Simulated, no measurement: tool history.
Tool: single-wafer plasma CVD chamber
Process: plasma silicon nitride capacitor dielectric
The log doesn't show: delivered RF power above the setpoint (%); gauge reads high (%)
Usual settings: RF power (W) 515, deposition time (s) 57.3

| run | hour | RF power (W) | deposition time (s) | wafers since the last listed run | hours since the last RF generator calibration | hours since the showerhead was replaced | hours since the gauge calibration | read-back reference wafer on the same gauge, thickness_nm | mean film thickness on the monitor wafer (nm) |
|---|---|---|---|---|---|---|---|---|---|
| 1 | 0 | 515 | 64.9 | 0 | 252.2 | 4380.9 | 1270 | 91.669 | 104.526 |
| 2 | 27.8 | 515 | 64.9 | 342 | 280 | 4408.7 | 1297.8 | 91.649 | 104.997 |
| 3 | 55.9 | 515 | 57.3 | 346 | 308.1 | 4436.8 | 1325.9 | 91.735 | 92.375 |
| 4 | 98.2 | 515 | 57.3 | 521 | 350.4 | 4479.1 | 1368.2 | 91.785 | 92.56 |
|  | 133.5 | gauge calibrated |
| 5 | 135.5 | 515 | 51.3 | 460 | 387.7 | 4516.4 | 2 | 90.733 | 82.095 |
| 6 | 161.4 | 515 | 51.3 | 319 | 413.6 | 4542.3 | 27.9 | 90.772 | 81.914 |
| 7 | 320.8 | 515 | 51.3 | 1966 | 573 | 4701.7 | 187.3 | 90.895 | 81.9 |
| 8 | 375 | 585 | 57.3 | 668 | 627.2 | 4755.9 | 241.5 | 90.884 | 93.42 |
| 9 | 517.5 | 585 | 57.3 | 1758 | 769.7 | 4898.4 | 384 | 91.013 | 93.494 |
| 10 | 548.5 | 585 | 57.3 | 382 | 800.7 | 4929.4 | 415 | 91.065 | 94.071 |
| 11 | 590.8 | 515 | 57.3 | 521 | 843 | 4971.7 | 457.3 | 91.161 | 91.612 |
| 12 | 653.6 | 515 | 57.3 | 774 | 905.8 | 5034.5 | 520.1 | 91.185 | 91.869 |
| 13 | 679.4 | 515 | 57.3 | 318 | 931.6 | 5060.3 | 545.9 | 91.237 | 91.681 |
| 14 | 750.9 | 515 | 54.8 | 882 | 1003.1 | 5131.8 | 617.4 | 91.242 | 88.14 |
| 15 | 785.4 | 515 | 57.3 | 425 | 1037.6 | 5166.3 | 651.9 | 91.293 | 91.845 |
| 16 | 853.6 | 465 | 52.4 | 841 | 1105.8 | 5234.5 | 720.1 | 91.408 | 82.922 |
|  | 883.7 | RF generator calibrated |
| 17 | 923.6 | 465 | 52.4 | 764 | 39.9 | 5304.5 | 790.1 | 91.501 | 82.619 |
| 18 | 965.2 | 450 | 51.6 | 513 | 81.5 | 5346.1 | 831.7 | 91.507 | 80.943 |
| 19 | 1017.2 | 515 | 57.3 | 641 | 133.5 | 5398.1 | 883.7 | 91.565 | 91.643 |
| 20 | 1046.7 | 450 | 57.3 | 363 | 163 | 5427.6 | 913.2 | 91.457 | 90.603 |
| 21 | 1113.9 | 440 | 66.1 | 829 | 230.2 | 5494.8 | 980.4 | 91.582 | 103.408 |
| 22 | 1275.8 | 580 | 57.3 | 1997 | 392.1 | 5656.7 | 1142.3 | 91.649 | 94.416 |
| 23 | 1344.6 | 465 | 61 | 848 | 460.9 | 5725.5 | 1211.1 | 91.779 | 97.233 |
|  | 1393.4 | showerhead replaced |
| 24 | 1395.6 | 430 | 48.5 | 530 | 511.9 | 2.2 | 1262.1 | 91.805 | 76.155 |
|  | 1426.1 | gauge calibrated |
| 25 | 1464.8 | 515 | 57.3 | 853 | 581.1 | 71.4 | 38.7 | 90.883 | 91.44 |
| 26 | 1512.1 | 515 | 66.1 | 583 | 628.4 | 118.7 | 86 | 90.884 | 105.101 |
| 27 | 1537.9 | 615 | 57.3 | 318 | 654.2 | 144.5 | 111.8 | 90.906 | 94.321 |
| 28 | 1599.2 | 430 | 47.9 | 756 | 715.5 | 205.8 | 173.1 | 90.984 | 74.47 |
| 29 | 1655.8 | 515 | 48.7 | 698 | 772.1 | 262.4 | 229.7 | 90.943 | 78.142 |
| 30 | 1701.1 | 515 | 57.3 | 558 | 817.4 | 307.7 | 275 | 91.071 | 91.068 |
| 31 | 1726.3 | 560 | 65.3 | 310 | 842.6 | 332.9 | 300.2 | 91.068 | 105.892 |
| 32 | 1758.9 | 515 | 57.3 | 402 | 875.2 | 365.5 | 332.8 | 91.066 | 91.506 |
| 33 | 1785.5 | 515 | 66.6 | 328 | 901.8 | 392.1 | 359.4 | 91.092 | 106.308 |
| 34 | 1824.7 | 425 | 54.1 | 483 | 941 | 431.3 | 398.6 | 91.149 | 83.897 |

5 ways to go on from here, each from the tool as it stands after run 34. What would each give?
| A | 1825.1 | 515 | 57.3 | 4 | 941.4 | 431.7 | 399 | ? | ? |
| B | 1825.1 | 490 | 65.4 | 4 | 941.4 | 431.7 | 399 | ? | ? |
| C | 1825.1 | 585 | 62 | 4 | 941.4 | 431.7 | 399 | ? | ? |
| D | 1825.1 | 415 | 48 | 4 | 941.4 | 431.7 | 399 | ? | ? |
| E | 1825.1 | 480 | 57.3 | 4 | 941.4 | 431.7 | 399 | ? | ? |

| run | read-back reference wafer on the same gauge, thickness_nm | mean film thickness on the monitor wafer (nm) |
|---|---|---|
| A | 91.156 | 91.845 |
| B | 91.156 | 103.929 |
| C | 91.156 | 101.68 |
| D | 91.156 | 74.214 |
| E | 91.156 | 90.738 |
Without the tool's hidden state the same runs would have given:
| run | mean film thickness on the monitor wafer (nm) |
|---|---|
| A | 91.387 |
| B | 103.41 |
| C | 101.172 |
| D | 73.843 |
| E | 90.285 |

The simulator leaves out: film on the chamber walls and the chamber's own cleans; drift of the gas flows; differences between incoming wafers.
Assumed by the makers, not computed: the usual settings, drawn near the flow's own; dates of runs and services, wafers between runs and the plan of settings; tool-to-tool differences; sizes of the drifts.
